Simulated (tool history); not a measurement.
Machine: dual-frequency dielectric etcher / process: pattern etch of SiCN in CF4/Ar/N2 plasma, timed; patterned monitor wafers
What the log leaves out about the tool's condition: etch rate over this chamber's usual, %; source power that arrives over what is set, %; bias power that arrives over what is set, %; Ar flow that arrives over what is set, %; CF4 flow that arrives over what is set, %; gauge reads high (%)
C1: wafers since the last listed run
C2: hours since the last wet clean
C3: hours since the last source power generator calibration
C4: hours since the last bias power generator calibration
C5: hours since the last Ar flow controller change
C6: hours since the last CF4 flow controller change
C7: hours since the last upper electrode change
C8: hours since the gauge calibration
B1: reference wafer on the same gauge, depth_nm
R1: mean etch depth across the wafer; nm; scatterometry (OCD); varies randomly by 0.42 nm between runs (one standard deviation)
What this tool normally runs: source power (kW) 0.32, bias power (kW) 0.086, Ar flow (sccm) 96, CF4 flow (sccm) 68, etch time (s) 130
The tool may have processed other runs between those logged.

Run 1, day 0: usual settings but bias power (kW) 0.068, Ar flow (sccm) 77; C1 0; C2 80.1; C3 1682.8; C4 270.8; C5 519.3; C6 4882.4; C7 118; C8 317.1; B1 90.3. Result: R1 86.5 nm.
At day 6.508: source power generator calibrated.
Run 2, day 8.825: usual settings but Ar flow (sccm) 120, etch time (s) 106.5; C1 1914; C2 291.9; C3 55.6; C4 482.6; C5 731.1; C6 5094.2; C7 329.8; C8 528.9; B1 90.4. Result: R1 72.8 nm.
Run 3, day 10.208: usual settings; C1 305; C2 325.1; C3 88.8; C4 515.8; C5 764.3; C6 5127.4; C7 363; C8 562.1; B1 90.3. Result: R1 91.1 nm.
Run 4, day 11.667: usual settings but bias power (kW) 0.1, Ar flow (sccm) 104; C1 322; C2 360.1; C3 123.8; C4 550.8; C5 799.3; C6 5162.4; C7 398; C8 597.1; B1 90.3. Result: R1 94.3 nm.
Run 5, day 14.45: usual settings but source power (kW) 0.26; C1 615; C2 426.9; C3 190.6; C4 617.6; C5 866.1; C6 5229.2; C7 464.8; C8 663.9; B1 90.3. Result: R1 76.4 nm.
At day 15.808: CF4 flow controller replaced.
Run 6, day 16.271: usual settings but bias power (kW) 0.071; C1 347; C2 470.6; C3 234.3; C4 661.3; C5 909.8; C6 11.1; C7 508.5; C8 707.6; B1 90.4. Result: R1 84.4 nm.
At day 18.229: wet clean of the chamber.
Run 7, day 18.458: usual settings but source power (kW) 0.26, bias power (kW) 0.069, Ar flow (sccm) 118, etch time (s) 94; C1 262; C2 5.5; C3 286.8; C4 713.8; C5 962.3; C6 63.6; C7 561; C8 760.1; B1 90.4. Result: R1 53.2 nm.
Run 8, day 19.475: usual settings but source power (kW) 0.36, bias power (kW) 0.096; C1 224; C2 29.9; C3 311.2; C4 738.2; C5 986.7; C6 88; C7 585.4; C8 784.5; B1 90.2. Result: R1 108.1 nm.
Run 9, day 20.596: usual settings but bias power (kW) 0.092, etch time (s) 105; C1 247; C2 56.8; C3 338.1; C4 765.1; C5 1013.6; C6 114.9; C7 612.3; C8 811.4; B1 90.3. Result: R1 78.5 nm.
Run 10, day 23.008: usual settings; C1 533; C2 114.7; C3 396; C4 823; C5 1071.5; C6 172.8; C7 670.2; C8 869.3; B1 90.3. Result: R1 94.5 nm.
Run 11, day 25.8: usual settings but CF4 flow (sccm) 63, etch time (s) 158; C1 617; C2 181.7; C3 463; C4 890; C5 1138.5; C6 239.8; C7 737.2; C8 936.3; B1 90.2. Result: R1 112 nm.
Run 12, day 27.071: usual settings but bias power (kW) 0.094; C1 280; C2 212.2; C3 493.5; C4 920.5; C5 1169; C6 270.3; C7 767.7; C8 966.8; B1 90.3. Result: R1 95.7 nm.
Run 13, day 28.6: usual settings but bias power (kW) 0.098; C1 338; C2 248.9; C3 530.2; C4 957.2; C5 1205.7; C6 307; C7 804.4; C8 1003.5; B1 90.3. Result: R1 96.7 nm.
Run 14, day 31.383: usual settings but CF4 flow (sccm) 54; C1 615; C2 315.7; C3 597; C4 1024; C5 1272.5; C6 373.8; C7 871.2; C8 1070.3; B1 90.3. Result: R1 88.4 nm.
Run 15, day 33.879: usual settings but source power (kW) 0.39, Ar flow (sccm) 72, etch time (s) 108; C1 551; C2 375.6; C3 656.9; C4 1083.9; C5 1332.4; C6 433.7; C7 931.1; C8 1130.2; B1 90.4. Result: R1 92.3 nm.
Run 16, day 36.117: usual settings but source power (kW) 0.37, etch time (s) 157; C1 494; C2 429.3; C3 710.6; C4 1137.6; C5 1386.1; C6 487.4; C7 984.8; C8 1183.9; B1 90.2. Result: R1 123.4 nm.
Run 17, day 38.983: usual settings but source power (kW) 0.36, bias power (kW) 0.067; C1 633; C2 498.1; C3 779.4; C4 1206.4; C5 1454.9; C6 556.2; C7 1053.6; C8 1252.7; B1 90.3. Result: R1 92.3 nm.
At day 40.846: wet clean of the chamber.
Run 18, day 41.354: usual settings but Ar flow (sccm) 103, etch time (s) 106.5; C1 303; C2 12.2; C3 836.3; C4 1263.3; C5 1511.8; C6 613.1; C7 1110.5; C8 1309.6; B1 90.3. Result: R1 76.4 nm.
Run 19, day 43.008: usual settings but source power (kW) 0.4, Ar flow (sccm) 75, CF4 flow (sccm) 57, etch time (s) 99.5; C1 365; C2 51.9; C3 876; C4 1303; C5 1551.5; C6 652.8; C7 1150.2; C8 1349.3; B1 90.3. Result: R1 87.1 nm.
Run 20, day 45.954: usual settings; C1 651; C2 122.6; C3 946.7; C4 1373.7; C5 1622.2; C6 723.5; C7 1220.9; C8 1420; B1 90.3. Result: R1 93.1 nm.
Run 21, day 47.988: usual settings but source power (kW) 0.27, etch time (s) 93.5; C1 449; C2 171.4; C3 995.5; C4 1422.5; C5 1671; C6 772.3; C7 1269.7; C8 1468.8; B1 90.3. Result: R1 57.7 nm.

For each entry between runs, how does the tool's hidden state at the last listed run before it compare with that at the first listed run after it?
Between runs 1 and 2: source power generator calibrated (day 6.508)
  etch rate over this chamber's usual, %: -1.81 -> -4.04; source power that arrives over what is set, %: -3.67 -> 0.55
  measured minus no-state result, R1: -4.3 -> -2.7 nm
Between runs 5 and 6: CF4 flow controller replaced (day 15.808)
  etch rate over this chamber's usual, %: -5.46 -> -5.92; source power that arrives over what is set, %: 0.502 -> 0.475
  measured minus no-state result, R1: -4 -> -5 nm
Between runs 6 and 7: wet clean of the chamber (day 18.229)
  etch rate over this chamber's usual, %: -5.92 -> -0.345; source power that arrives over what is set, %: 0.475 -> 0.435
  measured minus no-state result, R1: -5 -> +0.1 nm
Between runs 17 and 18: wet clean of the chamber (day 40.846)
  etch rate over this chamber's usual, %: -5.53 -> -0.483; source power that arrives over what is set, %: -0.334 -> -0.468
  measured minus no-state result, R1: -5.6 -> -0.7 nm
